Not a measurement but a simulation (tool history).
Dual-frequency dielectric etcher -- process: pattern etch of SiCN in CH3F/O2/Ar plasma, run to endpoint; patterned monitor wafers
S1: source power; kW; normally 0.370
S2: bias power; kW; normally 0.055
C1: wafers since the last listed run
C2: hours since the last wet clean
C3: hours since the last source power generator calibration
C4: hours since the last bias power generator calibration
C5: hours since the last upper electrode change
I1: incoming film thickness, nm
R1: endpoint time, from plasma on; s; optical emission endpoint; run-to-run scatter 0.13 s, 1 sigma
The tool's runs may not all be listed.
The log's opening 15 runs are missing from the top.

run 16 hour=284.4 | S1=0.370 S2=0.062 | C1=231 C2=75.9 C3=1845.2 C4=58.3 C5=4075.3 | I1=10.14 | R1=29.9
run 17 hour=291.5 | S1=0.370 S2=0.055 | C1=135 C2=83.0 C3=1852.3 C4=65.4 C5=4082.4 | I1=10.04 | R1=30.4
run 18 hour=309.4 | S1=0.370 S2=0.055 | C1=342 C2=100.9 C3=1870.2 C4=83.3 C5=4100.3 | I1=9.96 | R1=30.3
run 19 hour=326.4 | S1=0.420 S2=0.055 | C1=324 C2=117.9 C3=1887.2 C4=100.3 C5=4117.3 | I1=10.11 | R1=29.1
-- hour=353.0 source power generator calibrated
-- hour=356.8 upper electrode replaced
run 20 hour=357.3 | S1=0.370 S2=0.055 | C1=440 C2=148.8 C3=4.3 C4=131.2 C5=0.5 | I1=10.03 | R1=30.4
run 21 hour=357.6 | S1=0.290 S2=0.055 | C1=5 C2=149.1 C3=4.6 C4=131.5 C5=0.8 | I1=10.18 | R1=33.8
run 22 hour=365.8 | S1=0.420 S2=0.049 | C1=156 C2=157.3 C3=12.8 C4=139.7 C5=9.0 | I1=10.11 | R1=29.7
run 23 hour=373.1 | S1=0.300 S2=0.064 | C1=139 C2=164.6 C3=20.1 C4=147.0 C5=16.3 | I1=10.13 | R1=32.6
run 24 hour=382.6 | S1=0.420 S2=0.055 | C1=181 C2=174.1 C3=29.6 C4=156.5 C5=25.8 | I1=10.18 | R1=29.3
run 25 hour=391.0 | S1=0.370 S2=0.051 | C1=160 C2=182.5 C3=38.0 C4=164.9 C5=34.2 | I1=10.14 | R1=31.3
run 26 hour=402.6 | S1=0.330 S2=0.064 | C1=221 C2=194.1 C3=49.6 C4=176.5 C5=45.8 | I1=10.12 | R1=30.9
run 27 hour=410.5 | S1=0.370 S2=0.055 | C1=150 C2=202.0 C3=57.5 C4=184.4 C5=53.7 | I1=10.16 | R1=30.7
run 28 hour=424.8 | S1=0.370 S2=0.061 | C1=273 C2=216.3 C3=71.8 C4=198.7 C5=68.0 | I1=10.07 | R1=30.1
run 29 hour=436.9 | S1=0.390 S2=0.046 | C1=231 C2=228.4 C3=83.9 C4=210.8 C5=80.1 | I1=10.18 | R1=31.6
run 30 hour=449.3 | S1=0.440 S2=0.042 | C1=236 C2=240.8 C3=96.3 C4=223.2 C5=92.5 | I1=10.06 | R1=30.2
run 31 hour=460.7 | S1=0.370 S2=0.044 | C1=217 C2=252.2 C3=107.7 C4=234.6 C5=103.9 | I1=10.07 | R1=32.4
run 32 hour=478.5 | S1=0.370 S2=0.055 | C1=340 C2=270.0 C3=125.5 C4=252.4 C5=121.7 | I1=10.09 | R1=31.0
run 33 hour=484.9 | S1=0.370 S2=0.055 | C1=122 C2=276.4 C3=131.9 C4=258.8 C5=128.1 | I1=10.08 | R1=30.7
-- hour=518.5 wet clean of the chamber
run 34 hour=519.0 | S1=0.370 S2=0.055 | C1=192 C2=0.5 C3=166.0 C4=292.9 C5=162.2 | I1=10.06 | R1=30.1
run 35 hour=519.3 | S1=0.290 S2=0.065 | C1=5 C2=0.8 C3=166.3 C4=293.2 C5=162.5 | I1=10.16 | R1=32.2
run 36 hour=523.0 | S1=0.440 S2=0.041 | C1=70 C2=4.5 C3=170.0 C4=296.9 C5=166.2 | I1=10.07 | R1=29.8

3 ways to go on from here, each from the tool as it stands after run 36. What would each give?
run A hour=523.4 | S1=0.450 S2=0.055 | C1=7 C2=4.9 C3=170.4 C4=297.3 C5=166.6 | I1=10.11 | R1=?
run B hour=523.4 | S1=0.440 S2=0.048 | C1=7 C2=4.9 C3=170.4 C4=297.3 C5=166.6 | I1=10.11 | R1=?
run C hour=523.4 | S1=0.410 S2=0.055 | C1=7 C2=4.9 C3=170.4 C4=297.3 C5=166.6 | I1=10.11 | R1=?

run=A R1=28.0
run=B R1=29.1
run=C R1=29.1
The same runs, with their run-to-run variation unchanged, on a tool lacking any hidden condition would have given:
run=A R1=28.1
run=B R1=29.1
run=C R1=29.1
